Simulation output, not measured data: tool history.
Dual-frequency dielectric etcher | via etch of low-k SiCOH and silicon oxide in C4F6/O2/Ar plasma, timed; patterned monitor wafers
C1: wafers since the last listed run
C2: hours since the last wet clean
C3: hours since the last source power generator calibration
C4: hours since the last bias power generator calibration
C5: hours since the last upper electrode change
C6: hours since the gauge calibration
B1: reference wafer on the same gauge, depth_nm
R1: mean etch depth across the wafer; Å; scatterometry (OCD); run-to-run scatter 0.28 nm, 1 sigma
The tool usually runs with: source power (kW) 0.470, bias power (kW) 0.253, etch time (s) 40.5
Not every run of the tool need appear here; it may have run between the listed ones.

run 1 hour=0.0 | source_power_(kW)=0.470 bias_power_(kW)=0.253 etch_time_(s)=40.5 | C1=0 C2=272.0 C3=2051.8 C4=1348.1 C5=2304.3 C6=141.1 | B1=127.0 | R1=1238
run 2 hour=34.9 | source_power_(kW)=0.470 bias_power_(kW)=0.253 etch_time_(s)=40.5 | C1=491 C2=306.9 C3=2086.7 C4=1383.0 C5=2339.2 C6=176.0 | B1=127.1 | R1=1246
-- hour=49.2 gauge calibrated
run 3 hour=57.2 | source_power_(kW)=0.470 bias_power_(kW)=0.253 etch_time_(s)=40.5 | C1=313 C2=329.2 C3=2109.0 C4=1405.3 C5=2361.5 C6=8.0 | B1=126.9 | R1=1254
run 4 hour=72.2 | source_power_(kW)=0.470 bias_power_(kW)=0.253 etch_time_(s)=40.5 | C1=211 C2=344.2 C3=2124.0 C4=1420.3 C5=2376.5 C6=23.0 | B1=127.0 | R1=1247
run 5 hour=93.7 | source_power_(kW)=0.470 bias_power_(kW)=0.253 etch_time_(s)=40.5 | C1=302 C2=365.7 C3=2145.5 C4=1441.8 C5=2398.0 C6=44.5 | B1=127.0 | R1=1253
run 6 hour=109.9 | source_power_(kW)=0.470 bias_power_(kW)=0.253 etch_time_(s)=40.5 | C1=228 C2=381.9 C3=2161.7 C4=1458.0 C5=2414.2 C6=60.7 | B1=127.1 | R1=1250
-- hour=139.1 wet clean of the chamber
run 7 hour=139.6 | source_power_(kW)=0.470 bias_power_(kW)=0.253 etch_time_(s)=40.5 | C1=80 C2=0.5 C3=2191.4 C4=1487.7 C5=2443.9 C6=90.4 | B1=126.9 | R1=1217
run 8 hour=154.3 | source_power_(kW)=0.470 bias_power_(kW)=0.253 etch_time_(s)=40.5 | C1=206 C2=15.2 C3=2206.1 C4=1502.4 C5=2458.6 C6=105.1 | B1=127.1 | R1=1213
run 9 hour=167.3 | source_power_(kW)=0.550 bias_power_(kW)=0.236 etch_time_(s)=40.5 | C1=182 C2=28.2 C3=2219.1 C4=1515.4 C5=2471.6 C6=118.1 | B1=126.9 | R1=1235
run 10 hour=195.1 | source_power_(kW)=0.470 bias_power_(kW)=0.253 etch_time_(s)=40.5 | C1=391 C2=56.0 C3=2246.9 C4=1543.2 C5=2499.4 C6=145.9 | B1=127.0 | R1=1227
-- hour=211.9 source power generator calibrated
-- hour=216.1 bias power generator calibrated
run 11 hour=225.3 | source_power_(kW)=0.520 bias_power_(kW)=0.237 etch_time_(s)=50.0 | C1=312 C2=86.2 C3=13.4 C4=9.2 C5=2529.6 C6=176.1 | B1=127.1 | R1=1514
-- hour=243.4 gauge calibrated
-- hour=263.2 upper electrode replaced
run 12 hour=263.7 | source_power_(kW)=0.590 bias_power_(kW)=0.227 etch_time_(s)=33.5 | C1=202 C2=124.6 C3=51.8 C4=47.6 C5=0.5 C6=20.3 | B1=127.0 | R1=1034
run 13 hour=285.5 | source_power_(kW)=0.350 bias_power_(kW)=0.284 etch_time_(s)=50.5 | C1=306 C2=146.4 C3=73.6 C4=69.4 C5=22.3 C6=42.1 | B1=127.0 | R1=1490
run 14 hour=315.7 | source_power_(kW)=0.470 bias_power_(kW)=0.253 etch_time_(s)=40.5 | C1=425 C2=176.6 C3=103.8 C4=99.6 C5=52.5 C6=72.3 | B1=127.0 | R1=1234
run 15 hour=333.8 | source_power_(kW)=0.530 bias_power_(kW)=0.287 etch_time_(s)=40.5 | C1=254 C2=194.7 C3=121.9 C4=117.7 C5=70.6 C6=90.4 | B1=127.0 | R1=1372
run 16 hour=362.8 | source_power_(kW)=0.530 bias_power_(kW)=0.271 etch_time_(s)=44.0 | C1=408 C2=223.7 C3=150.9 C4=146.7 C5=99.6 C6=119.4 | B1=127.0 | R1=1443

Predict each of these 5 candidate next runs independently; none follows another, all start after run 16:
run A hour=363.2 | source_power_(kW)=0.470 bias_power_(kW)=0.253 etch_time_(s)=29.5 | C1=5 C2=224.1 C3=151.3 C4=147.1 C5=100.0 C6=119.8 | B1=? | R1=?
run B hour=363.2 | source_power_(kW)=0.470 bias_power_(kW)=0.253 etch_time_(s)=30.5 | C1=5 C2=224.1 C3=151.3 C4=147.1 C5=100.0 C6=119.8 | B1=? | R1=?
run C hour=363.2 | source_power_(kW)=0.470 bias_power_(kW)=0.290 etch_time_(s)=48.0 | C1=5 C2=224.1 C3=151.3 C4=147.1 C5=100.0 C6=119.8 | B1=? | R1=?
run D hour=363.2 | source_power_(kW)=0.500 bias_power_(kW)=0.282 etch_time_(s)=47.5 | C1=5 C2=224.1 C3=151.3 C4=147.1 C5=100.0 C6=119.8 | B1=? | R1=?
run E hour=363.2 | source_power_(kW)=0.430 bias_power_(kW)=0.253 etch_time_(s)=40.5 | C1=5 C2=224.1 C3=151.3 C4=147.1 C5=100.0 C6=119.8 | B1=? | R1=?

run=A B1=126.9 R1=903
run=B B1=126.9 R1=933
run=C B1=126.9 R1=1570
run=D B1=126.9 R1=1562
run=E B1=126.9 R1=1206
Without the tool's unlogged condition, the same runs would have read:
run=A R1=883
run=B R1=913
run=C R1=1537
run=D R1=1529
run=E R1=1181
